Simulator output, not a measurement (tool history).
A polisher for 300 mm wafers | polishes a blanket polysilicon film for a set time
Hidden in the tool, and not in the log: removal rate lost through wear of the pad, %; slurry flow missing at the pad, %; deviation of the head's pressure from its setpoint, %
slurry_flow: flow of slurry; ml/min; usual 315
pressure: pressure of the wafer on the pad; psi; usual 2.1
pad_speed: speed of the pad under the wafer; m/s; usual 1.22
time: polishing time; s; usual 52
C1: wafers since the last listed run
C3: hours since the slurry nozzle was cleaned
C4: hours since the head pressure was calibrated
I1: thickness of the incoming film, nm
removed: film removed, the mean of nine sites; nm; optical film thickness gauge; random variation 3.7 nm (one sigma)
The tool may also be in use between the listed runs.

run 1 hour=0.0 | slurry_flow=245 pressure=2.1 pad_speed=1.14 time=52 | C1=0 wafers_polished_on_this_pad=1160 C3=346.4 C4=408.8 | I1=1139.7 | removed=277.4
run 2 hour=60.3 | slurry_flow=315 pressure=2.1 pad_speed=1.40 time=52 | C1=709 wafers_polished_on_this_pad=1870 C3=406.7 C4=469.1 | I1=1146.4 | removed=326.1
-- hour=95.1 worn pad replaced by a new one
run 3 hour=170.3 | slurry_flow=315 pressure=2.1 pad_speed=1.40 time=52 | C1=1247 wafers_polished_on_this_pad=884 C3=516.7 C4=579.1 | I1=1135.1 | removed=335.6
run 4 hour=256.8 | slurry_flow=315 pressure=2.1 pad_speed=1.40 time=52 | C1=1018 wafers_polished_on_this_pad=1903 C3=603.2 C4=665.6 | I1=1166.4 | removed=312.8
-- hour=301.1 worn pad replaced by a new one
run 5 hour=323.4 | slurry_flow=315 pressure=2.6 pad_speed=1.22 time=52 | C1=736 wafers_polished_on_this_pad=262 C3=669.8 C4=732.2 | I1=1139.3 | removed=353.5
-- hour=326.1 slurry nozzle cleaned
run 6 hour=373.8 | slurry_flow=315 pressure=2.6 pad_speed=1.22 time=52 | C1=581 wafers_polished_on_this_pad=844 C3=47.7 C4=782.6 | I1=1145.1 | removed=339.6
-- hour=414.5 head pressure recalibrated
-- hour=484.8 worn pad replaced by a new one
run 7 hour=517.6 | slurry_flow=275 pressure=2.1 pad_speed=1.22 time=52 | C1=1622 wafers_polished_on_this_pad=386 C3=191.5 C4=103.1 | I1=1165.4 | removed=316.7
run 8 hour=558.2 | slurry_flow=380 pressure=1.7 pad_speed=1.42 time=52 | C1=477 wafers_polished_on_this_pad=864 C3=232.1 C4=143.7 | I1=1125.9 | removed=282.8
run 9 hour=616.2 | slurry_flow=315 pressure=2.1 pad_speed=1.22 time=52 | C1=682 wafers_polished_on_this_pad=1547 C3=290.1 C4=201.7 | I1=1170.0 | removed=298.4
-- hour=655.2 worn pad replaced by a new one
run 10 hour=680.2 | slurry_flow=420 pressure=2.6 pad_speed=1.08 time=45 | C1=706 wafers_polished_on_this_pad=294 C3=354.1 C4=265.7 | I1=1156.2 | removed=312.7
run 11 hour=733.3 | slurry_flow=360 pressure=2.1 pad_speed=1.22 time=52 | C1=625 wafers_polished_on_this_pad=919 C3=407.2 C4=318.8 | I1=1138.6 | removed=309.8
run 12 hour=815.9 | slurry_flow=315 pressure=2.7 pad_speed=1.04 time=52 | C1=972 wafers_polished_on_this_pad=1892 C3=489.8 C4=401.4 | I1=1127.8 | removed=333.4
-- hour=840.4 worn pad replaced by a new one
run 13 hour=901.8 | slurry_flow=420 pressure=2.1 pad_speed=1.40 time=38 | C1=964 wafers_polished_on_this_pad=722 C3=575.7 C4=487.3 | I1=1144.3 | removed=243.7
-- hour=941.0 slurry nozzle cleaned
run 14 hour=943.3 | slurry_flow=315 pressure=2.1 pad_speed=1.52 time=43 | C1=476 wafers_polished_on_this_pad=1199 C3=2.3 C4=528.8 | I1=1150.5 | removed=286.1

Measured less the same run without the tool's hidden state. The same run-to-run variation is in both; the gauge's scatter may not be:
run=1 removed=-27.0
run=2 removed=-39.2
run=3 removed=-44.9
run=4 removed=-56.2
run=5 removed=-51.2
run=6 removed=-67.0
run=7 removed=-19.0
run=8 removed=-23.9
run=9 removed=-31.0
run=10 removed=-17.1
run=11 removed=-28.2
run=12 removed=-40.6
run=13 removed=-27.4
run=14 removed=-39.3
